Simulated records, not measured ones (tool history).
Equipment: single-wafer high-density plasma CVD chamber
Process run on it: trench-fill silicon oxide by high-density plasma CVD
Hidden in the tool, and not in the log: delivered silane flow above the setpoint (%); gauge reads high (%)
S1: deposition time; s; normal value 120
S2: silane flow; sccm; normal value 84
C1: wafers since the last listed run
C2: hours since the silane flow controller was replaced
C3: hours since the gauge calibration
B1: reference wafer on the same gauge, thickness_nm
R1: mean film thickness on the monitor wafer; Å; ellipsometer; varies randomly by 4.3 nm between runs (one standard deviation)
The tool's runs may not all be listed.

| run | hour | S1 | S2 | C1 | C2 | C3 | B1 | R1 |
|---|---|---|---|---|---|---|---|---|
| 1 | 0 | 109 | 72 | 0 | 215.7 | 1479.9 | 1190.052 | 8020.72 |
| 2 | 57.2 | 120 | 84 | 892 | 272.9 | 1537.1 | 1190.16 | 10328.8 |
| 3 | 104.1 | 120 | 84 | 731 | 319.8 | 1584 | 1188.166 | 10258.68 |
| 4 | 192.4 | 120 | 84 | 1377 | 408.1 | 1672.3 | 1192.792 | 10312.79 |
| 5 | 250.6 | 127 | 84 | 908 | 466.3 | 1730.5 | 1189.789 | 10942.61 |
| 6 | 314 | 127 | 84 | 989 | 529.7 | 1793.9 | 1191.653 | 10949.07 |
| 7 | 378.4 | 120 | 93 | 1004 | 594.1 | 1858.3 | 1189.807 | 11388.41 |
| 8 | 460.8 | 120 | 93 | 1285 | 676.5 | 1940.7 | 1190.47 | 11406.55 |
| 9 | 504.4 | 120 | 84 | 680 | 720.1 | 1984.3 | 1189.527 | 10295.27 |
| 10 | 593.8 | 120 | 84 | 1394 | 809.5 | 2073.7 | 1188.685 | 10274.08 |
| 11 | 638.5 | 120 | 84 | 697 | 854.2 | 2118.4 | 1189.753 | 10214.44 |
| 12 | 683.4 | 120 | 89 | 700 | 899.1 | 2163.3 | 1188.258 | 10904.33 |
| 13 | 777.1 | 120 | 89 | 1461 | 992.8 | 2257 | 1189.37 | 10812.14 |
|  | 837.5 | gauge calibrated |
| 14 | 882 | 120 | 84 | 1636 | 1097.7 | 44.5 | 1189.67 | 10249.1 |
| 15 | 936.2 | 120 | 84 | 845 | 1151.9 | 98.7 | 1190.287 | 10305.07 |
| 16 | 1017.8 | 120 | 84 | 1273 | 1233.5 | 180.3 | 1191.406 | 10281.17 |
| 17 | 1071.7 | 133 | 97 | 840 | 1287.4 | 234.2 | 1187.208 | 13054.48 |
| 18 | 1125.5 | 120 | 92 | 839 | 1341.2 | 288 | 1190.639 | 11176.72 |
| 19 | 1214 | 120 | 84 | 1380 | 1429.7 | 376.5 | 1191.404 | 10230.01 |
| 20 | 1310.1 | 139 | 90 | 1499 | 1525.8 | 472.6 | 1190.891 | 12545.81 |
| 21 | 1410.3 | 105 | 97 | 1563 | 1626 | 572.8 | 1189.604 | 10321.28 |
| 22 | 1475.1 | 120 | 78 | 1010 | 1690.8 | 637.6 | 1189.152 | 9355.34 |
| 23 | 1578.1 | 120 | 70 | 1606 | 1793.8 | 740.6 | 1189.876 | 8413.78 |
| 24 | 1653.1 | 120 | 84 | 1170 | 1868.8 | 815.6 | 1190.88 | 10055.32 |
| 25 | 1701.1 | 127 | 75 | 748 | 1916.8 | 863.6 | 1190.004 | 9473.36 |
|  | 1753 | silane flow controller replaced |
| 26 | 1785.1 | 143 | 84 | 1185 | 32.1 | 947.6 | 1190.918 | 12257.22 |
| 27 | 1873.8 | 120 | 84 | 1383 | 120.8 | 1036.3 | 1189.437 | 10329.44 |
| 28 | 1914.3 | 137 | 76 | 631 | 161.3 | 1076.8 | 1189.706 | 10664.87 |
| 29 | 1964 | 120 | 96 | 775 | 211 | 1126.5 | 1190.403 | 11788.99 |
| 30 | 2054.6 | 120 | 100 | 1413 | 301.6 | 1217.1 | 1191.494 | 12206.37 |
| 31 | 2149.8 | 120 | 84 | 1485 | 396.8 | 1312.3 | 1192.366 | 10295.16 |
| 32 | 2252.6 | 120 | 84 | 1603 | 499.6 | 1415.1 | 1189.7 | 10320.76 |
| 33 | 2313.3 | 97 | 84 | 947 | 560.3 | 1475.8 | 1192.069 | 8347.05 |

Exercise: give the hidden state of the tool at every run:
gauge reads high (%): 0 on each run
H1: delivered silane flow above the setpoint (%)
| run | H1 |
|---|---|
| 1 | -0.0279 |
| 2 | -0.044 |
| 3 | -0.06 |
| 4 | -0.0969 |
| 5 | -0.126 |
| 6 | -0.163 |
| 7 | -0.204 |
| 8 | -0.264 |
| 9 | -0.299 |
| 10 | -0.378 |
| 11 | -0.421 |
| 12 | -0.466 |
| 13 | -0.568 |
| 14 | -0.694 |
| 15 | -0.764 |
| 16 | -0.876 |
| 17 | -0.955 |
| 18 | -1.04 |
| 19 | -1.18 |
| 20 | -1.34 |
| 21 | -1.52 |
| 22 | -1.65 |
| 23 | -1.85 |
| 24 | -2.01 |
| 25 | -2.11 |
| 26 | 0.0195 |
| 27 | 0.0117 |
| 28 | 0.00514 |
| 29 | -0.0055 |
| 30 | -0.0322 |
| 31 | -0.0705 |
| 32 | -0.123 |
| 33 | -0.161 |
